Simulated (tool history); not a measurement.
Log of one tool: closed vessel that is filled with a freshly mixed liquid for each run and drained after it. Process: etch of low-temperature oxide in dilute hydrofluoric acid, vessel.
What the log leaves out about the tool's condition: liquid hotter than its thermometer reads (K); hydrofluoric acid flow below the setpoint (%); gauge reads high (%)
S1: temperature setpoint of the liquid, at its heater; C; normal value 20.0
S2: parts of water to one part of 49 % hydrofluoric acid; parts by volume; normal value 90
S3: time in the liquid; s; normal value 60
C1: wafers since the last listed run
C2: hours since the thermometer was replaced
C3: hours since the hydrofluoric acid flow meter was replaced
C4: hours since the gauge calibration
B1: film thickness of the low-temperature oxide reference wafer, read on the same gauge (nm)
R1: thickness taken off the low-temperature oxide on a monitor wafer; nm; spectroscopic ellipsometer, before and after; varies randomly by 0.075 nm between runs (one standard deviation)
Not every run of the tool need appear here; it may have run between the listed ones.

run 1 hour=0.0 | S1=20.0 S2=90 S3=60 | C1=0 C2=1423.3 C3=16.6 C4=498.7 | B1=139.97 | R1=8.11
run 2 hour=9.5 | S1=20.0 S2=90 S3=60 | C1=1404 C2=1432.8 C3=26.1 C4=508.2 | B1=140.04 | R1=8.11
run 3 hour=23.0 | S1=20.0 S2=90 S3=60 | C1=1995 C2=1446.3 C3=39.6 C4=521.7 | B1=139.99 | R1=8.18
run 4 hour=39.3 | S1=20.0 S2=90 S3=60 | C1=2409 C2=1462.6 C3=55.9 C4=538.0 | B1=140.01 | R1=8.23
run 5 hour=52.4 | S1=20.0 S2=90 S3=60 | C1=1936 C2=1475.7 C3=69.0 C4=551.1 | B1=140.04 | R1=8.25
run 6 hour=62.7 | S1=20.0 S2=65 S3=35 | C1=1522 C2=1486.0 C3=79.3 C4=561.4 | B1=139.98 | R1=6.73
-- hour=71.5 gauge calibrated
run 7 hour=96.8 | S1=20.0 S2=65 S3=35 | C1=5040 C2=1520.1 C3=113.4 C4=25.3 | B1=139.97 | R1=6.78
run 8 hour=108.6 | S1=20.0 S2=65 S3=35 | C1=1744 C2=1531.9 C3=125.2 C4=37.1 | B1=139.99 | R1=6.76
run 9 hour=118.0 | S1=23.5 S2=55 S3=45 | C1=1389 C2=1541.3 C3=134.6 C4=46.5 | B1=139.99 | R1=12.01
run 10 hour=129.6 | S1=20.0 S2=90 S3=60 | C1=1714 C2=1552.9 C3=146.2 C4=58.1 | B1=139.99 | R1=8.04
-- hour=137.6 thermometer replaced
run 11 hour=138.2 | S1=20.0 S2=55 S3=60 | C1=1123 C2=0.6 C3=154.8 C4=66.7 | B1=140.02 | R1=13.69
run 12 hour=148.7 | S1=17.5 S2=120 S3=90 | C1=1552 C2=11.1 C3=165.3 C4=77.2 | B1=140.03 | R1=7.94
run 13 hour=163.5 | S1=20.0 S2=120 S3=50 | C1=2187 C2=25.9 C3=180.1 C4=92.0 | B1=140.06 | R1=4.99
run 14 hour=199.1 | S1=17.0 S2=55 S3=85 | C1=5262 C2=61.5 C3=215.7 C4=127.6 | B1=139.99 | R1=17.09
run 15 hour=207.1 | S1=20.0 S2=60 S3=70 | C1=1182 C2=69.5 C3=223.7 C4=135.6 | B1=139.94 | R1=14.67
run 16 hour=215.4 | S1=22.5 S2=135 S3=60 | C1=1226 C2=77.8 C3=232.0 C4=143.9 | B1=140.01 | R1=5.60
run 17 hour=223.9 | S1=20.0 S2=90 S3=60 | C1=1256 C2=86.3 C3=240.5 C4=152.4 | B1=140.03 | R1=8.12
run 18 hour=236.1 | S1=23.5 S2=90 S3=60 | C1=1803 C2=98.5 C3=252.7 C4=164.6 | B1=139.98 | R1=9.29
run 19 hour=248.8 | S1=17.5 S2=90 S3=30 | C1=1877 C2=111.2 C3=265.4 C4=177.3 | B1=140.00 | R1=3.59
run 20 hour=259.5 | S1=17.0 S2=50 S3=60 | C1=1581 C2=121.9 C3=276.1 C4=188.0 | B1=139.95 | R1=13.36
run 21 hour=266.6 | S1=18.5 S2=55 S3=75 | C1=1049 C2=129.0 C3=283.2 C4=195.1 | B1=139.99 | R1=16.10
run 22 hour=276.1 | S1=23.0 S2=120 S3=45 | C1=1404 C2=138.5 C3=292.7 C4=204.6 | B1=140.02 | R1=4.88
run 23 hour=286.9 | S1=17.0 S2=60 S3=60 | C1=1596 C2=149.3 C3=303.5 C4=215.4 | B1=139.99 | R1=10.90
run 24 hour=296.8 | S1=20.0 S2=90 S3=85 | C1=1463 C2=159.2 C3=313.4 C4=225.3 | B1=139.94 | R1=11.41
run 25 hour=322.9 | S1=20.0 S2=120 S3=50 | C1=3858 C2=185.3 C3=339.5 C4=251.4 | B1=140.00 | R1=4.85
run 26 hour=330.7 | S1=25.0 S2=110 S3=50 | C1=1153 C2=193.1 C3=347.3 C4=259.2 | B1=140.00 | R1=6.47
run 27 hour=339.6 | S1=20.0 S2=90 S3=60 | C1=1315 C2=202.0 C3=356.2 C4=268.1 | B1=140.01 | R1=8.12
run 28 hour=352.5 | S1=21.5 S2=105 S3=40 | C1=1906 C2=214.9 C3=369.1 C4=281.0 | B1=140.02 | R1=4.73
run 29 hour=362.3 | S1=20.0 S2=90 S3=45 | C1=1448 C2=224.7 C3=378.9 C4=290.8 | B1=139.98 | R1=5.91
run 30 hour=377.2 | S1=20.0 S2=90 S3=60 | C1=2202 C2=239.6 C3=393.8 C4=305.7 | B1=140.05 | R1=7.90
run 31 hour=384.0 | S1=20.0 S2=90 S3=60 | C1=1005 C2=246.4 C3=400.6 C4=312.5 | B1=140.01 | R1=8.01
run 32 hour=401.8 | S1=20.0 S2=90 S3=60 | C1=2631 C2=264.2 C3=418.4 C4=330.3 | B1=140.00 | R1=7.96

Measured result minus the same run's result without the hidden state. Both carry the same run-to-run variation, though not necessarily the same gauge scatter:
run=1 R1=-0.28
run=2 R1=-0.29
run=3 R1=-0.29
run=4 R1=-0.31
run=5 R1=-0.32
run=6 R1=-0.26
run=7 R1=-0.28
run=8 R1=-0.29
run=9 R1=-0.51
run=10 R1=-0.36
run=11 R1=-0.61
run=12 R1=-0.38
run=13 R1=-0.25
run=14 R1=-0.84
run=15 R1=-0.73
run=16 R1=-0.31
run=17 R1=-0.43
run=18 R1=-0.51
run=19 R1=-0.19
run=20 R1=-0.72
run=21 R1=-0.88
run=22 R1=-0.29
run=23 R1=-0.62
run=24 R1=-0.68
run=25 R1=-0.31
run=26 R1=-0.42
run=27 R1=-0.51
run=28 R1=-0.31
run=29 R1=-0.38
run=30 R1=-0.53
run=31 R1=-0.54
run=32 R1=-0.55
